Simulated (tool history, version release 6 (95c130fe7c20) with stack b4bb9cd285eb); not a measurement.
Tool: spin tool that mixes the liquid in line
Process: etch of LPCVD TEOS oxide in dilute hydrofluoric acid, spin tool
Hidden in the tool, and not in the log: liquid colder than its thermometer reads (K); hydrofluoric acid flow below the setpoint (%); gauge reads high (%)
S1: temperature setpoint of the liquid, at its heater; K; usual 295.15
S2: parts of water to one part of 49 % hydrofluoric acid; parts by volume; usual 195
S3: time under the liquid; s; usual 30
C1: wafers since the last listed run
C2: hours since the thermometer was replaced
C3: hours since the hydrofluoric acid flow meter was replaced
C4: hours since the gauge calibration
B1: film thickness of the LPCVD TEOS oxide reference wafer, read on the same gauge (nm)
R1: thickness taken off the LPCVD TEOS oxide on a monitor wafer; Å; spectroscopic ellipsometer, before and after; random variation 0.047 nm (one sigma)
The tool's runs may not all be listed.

run 1 hour=0.0 | S1=295.15 S2=195 S3=30 | C1=0 C2=2655.8 C3=605.4 C4=153.3 | B1=120.02 | R1=43.4
run 2 hour=21.0 | S1=295.15 S2=195 S3=30 | C1=357 C2=2676.8 C3=626.4 C4=174.3 | B1=119.99 | R1=43.2
-- hour=36.9 gauge calibrated
run 3 hour=56.2 | S1=294.15 S2=195 S3=30 | C1=599 C2=2712.0 C3=661.6 C4=19.3 | B1=120.02 | R1=41.4
run 4 hour=75.5 | S1=295.15 S2=195 S3=30 | C1=328 C2=2731.3 C3=680.9 C4=38.6 | B1=120.02 | R1=42.5
run 5 hour=106.9 | S1=295.15 S2=195 S3=30 | C1=534 C2=2762.7 C3=712.3 C4=70.0 | B1=120.06 | R1=42.5
run 6 hour=124.3 | S1=295.15 S2=195 S3=30 | C1=296 C2=2780.1 C3=729.7 C4=87.4 | B1=119.99 | R1=42.3
-- hour=141.7 thermometer replaced
run 7 hour=158.5 | S1=295.15 S2=175 S3=30 | C1=565 C2=16.8 C3=763.9 C4=121.6 | B1=119.98 | R1=47.7
run 8 hour=180.5 | S1=299.15 S2=195 S3=15 | C1=374 C2=38.8 C3=785.9 C4=143.6 | B1=119.98 | R1=24.1
-- hour=208.2 hydrofluoric acid flow meter replaced
run 9 hour=212.8 | S1=298.65 S2=195 S3=30 | C1=533 C2=71.1 C3=4.6 C4=175.9 | B1=119.97 | R1=54.1
-- hour=231.3 gauge calibrated
run 10 hour=243.3 | S1=291.65 S2=270 S3=30 | C1=519 C2=101.6 C3=35.1 C4=12.0 | B1=120.01 | R1=27.7
run 11 hour=263.9 | S1=291.65 S2=110 S3=35 | C1=350 C2=122.2 C3=55.7 C4=32.6 | B1=120.01 | R1=92.2
run 12 hour=287.9 | S1=295.15 S2=195 S3=30 | C1=408 C2=146.2 C3=79.7 C4=56.6 | B1=119.99 | R1=46.9
run 13 hour=322.7 | S1=295.15 S2=195 S3=50 | C1=592 C2=181.0 C3=114.5 C4=91.4 | B1=120.03 | R1=78.2
run 14 hour=350.9 | S1=296.65 S2=160 S3=30 | C1=480 C2=209.2 C3=142.7 C4=119.6 | B1=120.00 | R1=62.0

Hidden state or all else? Some run-to-run changes of R1, split into what the settings, what came in and random variation would give without the hidden state, and what is left for the hidden state (with any gauge scatter that isn't in both results):
Run 7 -> 8: S1 295.15 -> 299.15, S2 175 -> 195, S3 30 -> 15. R1 -23.6 Å: hidden state +3.2, all else -26.8.
Run 10 -> 11: S2 270 -> 110, S3 30 -> 35. R1 +64.5 Å: hidden state -1.7, all else +66.2.
